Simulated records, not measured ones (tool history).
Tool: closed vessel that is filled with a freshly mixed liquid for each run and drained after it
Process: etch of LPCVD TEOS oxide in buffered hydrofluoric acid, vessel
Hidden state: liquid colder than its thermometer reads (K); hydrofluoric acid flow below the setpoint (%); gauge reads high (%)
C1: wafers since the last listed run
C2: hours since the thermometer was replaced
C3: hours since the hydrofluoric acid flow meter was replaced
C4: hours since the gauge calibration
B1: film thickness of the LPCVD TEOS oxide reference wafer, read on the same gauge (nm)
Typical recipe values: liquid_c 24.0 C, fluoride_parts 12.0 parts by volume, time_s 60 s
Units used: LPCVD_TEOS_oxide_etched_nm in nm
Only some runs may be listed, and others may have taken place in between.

{"run": 1, "hour": 0.0, "liquid_c": 24.0, "fluoride_parts": 12.0, "time_s": 60, "C1": 0, "C2": 606.7, "C3": 1232.6, "C4": 3148.0, "B1": 90.01, "LPCVD_TEOS_oxide_etched_nm": 101.69}
{"run": 2, "hour": 70.4, "liquid_c": 24.0, "fluoride_parts": 12.0, "time_s": 60, "C1": 10450, "C2": 677.1, "C3": 1303.0, "C4": 3218.4, "B1": 90.03, "LPCVD_TEOS_oxide_etched_nm": 101.56}
{"run": 3, "hour": 149.1, "liquid_c": 24.0, "fluoride_parts": 12.0, "time_s": 60, "C1": 11682, "C2": 755.8, "C3": 1381.7, "C4": 3297.1, "B1": 89.99, "LPCVD_TEOS_oxide_etched_nm": 101.19}
{"run": 4, "hour": 240.5, "liquid_c": 24.0, "fluoride_parts": 12.0, "time_s": 60, "C1": 13567, "C2": 847.2, "C3": 1473.1, "C4": 3388.5, "B1": 90.01, "LPCVD_TEOS_oxide_etched_nm": 100.73}
{"run": 5, "hour": 325.4, "liquid_c": 24.0, "fluoride_parts": 12.0, "time_s": 60, "C1": 12602, "C2": 932.1, "C3": 1558.0, "C4": 3473.4, "B1": 90.0, "LPCVD_TEOS_oxide_etched_nm": 100.95}
{"run": 6, "hour": 376.1, "liquid_c": 24.0, "fluoride_parts": 12.0, "time_s": 60, "C1": 7526, "C2": 982.8, "C3": 1608.7, "C4": 3524.1, "B1": 90.0, "LPCVD_TEOS_oxide_etched_nm": 100.57}
{"hour": 443.3, "done": "thermometer replaced"}
{"run": 7, "hour": 445.4, "liquid_c": 24.0, "fluoride_parts": 12.0, "time_s": 60, "C1": 10138, "C2": 2.1, "C3": 1678.0, "C4": 3593.4, "B1": 90.01, "LPCVD_TEOS_oxide_etched_nm": 104.48}
{"hour": 517.1, "done": "hydrofluoric acid flow meter replaced"}
{"run": 8, "hour": 548.4, "liquid_c": 24.0, "fluoride_parts": 12.0, "time_s": 60, "C1": 15141, "C2": 105.1, "C3": 31.3, "C4": 3696.4, "B1": 90.0, "LPCVD_TEOS_oxide_etched_nm": 104.25}
{"run": 9, "hour": 632.0, "liquid_c": 24.0, "fluoride_parts": 12.0, "time_s": 60, "C1": 12409, "C2": 188.7, "C3": 114.9, "C4": 3780.0, "B1": 90.01, "LPCVD_TEOS_oxide_etched_nm": 103.39}
{"run": 10, "hour": 716.0, "liquid_c": 24.0, "fluoride_parts": 12.0, "time_s": 60, "C1": 12469, "C2": 272.7, "C3": 198.9, "C4": 3864.0, "B1": 90.0, "LPCVD_TEOS_oxide_etched_nm": 103.12}
{"run": 11, "hour": 760.7, "liquid_c": 24.0, "fluoride_parts": 7.5, "time_s": 40, "C1": 6635, "C2": 317.4, "C3": 243.6, "C4": 3908.7, "B1": 90.01, "LPCVD_TEOS_oxide_etched_nm": 106.72}
{"hour": 770.2, "done": "gauge calibrated"}
{"run": 12, "hour": 818.0, "liquid_c": 20.5, "fluoride_parts": 12.0, "time_s": 70, "C1": 8505, "C2": 374.7, "C3": 300.9, "C4": 47.8, "B1": 89.99, "LPCVD_TEOS_oxide_etched_nm": 98.91}
{"run": 13, "hour": 917.6, "liquid_c": 24.0, "fluoride_parts": 12.0, "time_s": 60, "C1": 14784, "C2": 474.3, "C3": 400.5, "C4": 147.4, "B1": 90.02, "LPCVD_TEOS_oxide_etched_nm": 102.53}
{"run": 14, "hour": 997.3, "liquid_c": 24.0, "fluoride_parts": 12.0, "time_s": 60, "C1": 11830, "C2": 554.0, "C3": 480.2, "C4": 227.1, "B1": 90.0, "LPCVD_TEOS_oxide_etched_nm": 102.42}
{"run": 15, "hour": 1087.7, "liquid_c": 24.0, "fluoride_parts": 12.0, "time_s": 70, "C1": 13419, "C2": 644.4, "C3": 570.6, "C4": 317.5, "B1": 89.99, "LPCVD_TEOS_oxide_etched_nm": 119.55}
{"run": 16, "hour": 1177.0, "liquid_c": 24.0, "fluoride_parts": 12.0, "time_s": 90, "C1": 13255, "C2": 733.7, "C3": 659.9, "C4": 406.8, "B1": 90.0, "LPCVD_TEOS_oxide_etched_nm": 153.3}
{"run": 17, "hour": 1277.4, "liquid_c": 21.5, "fluoride_parts": 12.0, "time_s": 60, "C1": 14903, "C2": 834.1, "C3": 760.3, "C4": 507.2, "B1": 89.99, "LPCVD_TEOS_oxide_etched_nm": 88.81}
{"run": 18, "hour": 1320.5, "liquid_c": 24.0, "fluoride_parts": 12.0, "time_s": 60, "C1": 6397, "C2": 877.2, "C3": 803.4, "C4": 550.3, "B1": 89.98, "LPCVD_TEOS_oxide_etched_nm": 101.52}
{"run": 19, "hour": 1424.3, "liquid_c": 24.0, "fluoride_parts": 12.0, "time_s": 50, "C1": 15408, "C2": 981.0, "C3": 907.2, "C4": 654.1, "B1": 90.0, "LPCVD_TEOS_oxide_etched_nm": 83.46}
{"hour": 1477.7, "done": "thermometer replaced"}
{"run": 20, "hour": 1522.6, "liquid_c": 24.0, "fluoride_parts": 12.0, "time_s": 60, "C1": 14443, "C2": 44.9, "C3": 1005.5, "C4": 752.4, "B1": 90.01, "LPCVD_TEOS_oxide_etched_nm": 104.3}
{"run": 21, "hour": 1779.9, "liquid_c": 24.0, "fluoride_parts": 12.0, "time_s": 60, "C1": 38194, "C2": 302.2, "C3": 1262.8, "C4": 1009.7, "B1": 90.0, "LPCVD_TEOS_oxide_etched_nm": 103.41}
{"run": 22, "hour": 1867.2, "liquid_c": 24.0, "fluoride_parts": 12.0, "time_s": 60, "C1": 12959, "C2": 389.5, "C3": 1350.1, "C4": 1097.0, "B1": 90.03, "LPCVD_TEOS_oxide_etched_nm": 102.23}
{"run": 23, "hour": 1961.2, "liquid_c": 24.0, "fluoride_parts": 12.0, "time_s": 80, "C1": 13953, "C2": 483.5, "C3": 1444.1, "C4": 1191.0, "B1": 90.0, "LPCVD_TEOS_oxide_etched_nm": 136.21}
{"run": 24, "hour": 2059.0, "liquid_c": 21.5, "fluoride_parts": 7.5, "time_s": 95, "C1": 14517, "C2": 581.3, "C3": 1541.9, "C4": 1288.8, "B1": 90.0, "LPCVD_TEOS_oxide_etched_nm": 217.81}
{"run": 25, "hour": 2135.0, "liquid_c": 25.5, "fluoride_parts": 10.0, "time_s": 60, "C1": 11281, "C2": 657.3, "C3": 1617.9, "C4": 1364.8, "B1": 90.0, "LPCVD_TEOS_oxide_etched_nm": 132.02}
{"run": 26, "hour": 2171.6, "liquid_c": 24.0, "fluoride_parts": 9.5, "time_s": 80, "C1": 5432, "C2": 693.9, "C3": 1654.5, "C4": 1401.4, "B1": 90.02, "LPCVD_TEOS_oxide_etched_nm": 167.23}
{"hour": 2241.1, "done": "hydrofluoric acid flow meter replaced"}
{"run": 27, "hour": 2257.7, "liquid_c": 25.5, "fluoride_parts": 9.5, "time_s": 90, "C1": 12632, "C2": 780.0, "C3": 16.6, "C4": 1487.5, "B1": 90.0, "LPCVD_TEOS_oxide_etched_nm": 203.59}
{"hour": 2323.1, "done": "thermometer replaced"}
{"run": 28, "hour": 2332.7, "liquid_c": 24.0, "fluoride_parts": 12.0, "time_s": 60, "C1": 10984, "C2": 9.6, "C3": 91.6, "C4": 1562.5, "B1": 90.01, "LPCVD_TEOS_oxide_etched_nm": 104.24}
{"run": 29, "hour": 2436.3, "liquid_c": 26.0, "fluoride_parts": 7.0, "time_s": 60, "C1": 15378, "C2": 113.2, "C3": 195.2, "C4": 1666.1, "B1": 89.99, "LPCVD_TEOS_oxide_etched_nm": 191.86}
{"run": 30, "hour": 2503.1, "liquid_c": 28.0, "fluoride_parts": 15.0, "time_s": 60, "C1": 9915, "C2": 180.0, "C3": 262.0, "C4": 1732.9, "B1": 89.99, "LPCVD_TEOS_oxide_etched_nm": 102.3}
{"run": 31, "hour": 2566.5, "liquid_c": 24.0, "fluoride_parts": 12.0, "time_s": 60, "C1": 9411, "C2": 243.4, "C3": 325.4, "C4": 1796.3, "B1": 90.01, "LPCVD_TEOS_oxide_etched_nm": 102.82}
{"run": 32, "hour": 2610.2, "liquid_c": 28.5, "fluoride_parts": 12.0, "time_s": 90, "C1": 6486, "C2": 287.1, "C3": 369.1, "C4": 1840.0, "B1": 89.98, "LPCVD_TEOS_oxide_etched_nm": 197.02}
{"run": 33, "hour": 2694.7, "liquid_c": 19.5, "fluoride_parts": 12.0, "time_s": 90, "C1": 12543, "C2": 371.6, "C3": 453.6, "C4": 1924.5, "B1": 90.01, "LPCVD_TEOS_oxide_etched_nm": 120.15}

A few steps of LPCVD_TEOS_oxide_etched_nm between consecutive runs. Split each: what settings, incoming material and random variation would produce without the hidden state, and what is left over for the hidden state, along with gauge scatter present in only one of the two compared results (measured, and without hidden state):
Run 6 -> 7: thermometer replaced. LPCVD_TEOS_oxide_etched_nm +3.91 nm: hidden state +3.41, all else +0.50.
Run 19 -> 20: time_s 50 -> 60, thermometer replaced. LPCVD_TEOS_oxide_etched_nm +20.84 nm: hidden state +2.66, all else +18.18.
Run 27 -> 28: liquid_c 25.5 -> 24.0, fluoride_parts 9.5 -> 12.0, time_s 90 -> 60, thermometer replaced. LPCVD_TEOS_oxide_etched_nm -99.35 nm: hidden state +5.06, all else -104.41.
Run 29 -> 30: liquid_c 26.0 -> 28.0, fluoride_parts 7.0 -> 15.0. LPCVD_TEOS_oxide_etched_nm -89.56 nm: hidden state +0.22, all else -89.78.
Run 31 -> 32: liquid_c 24.0 -> 28.5, time_s 60 -> 90. LPCVD_TEOS_oxide_etched_nm +94.20 nm: hidden state -1.03, all else +95.23.
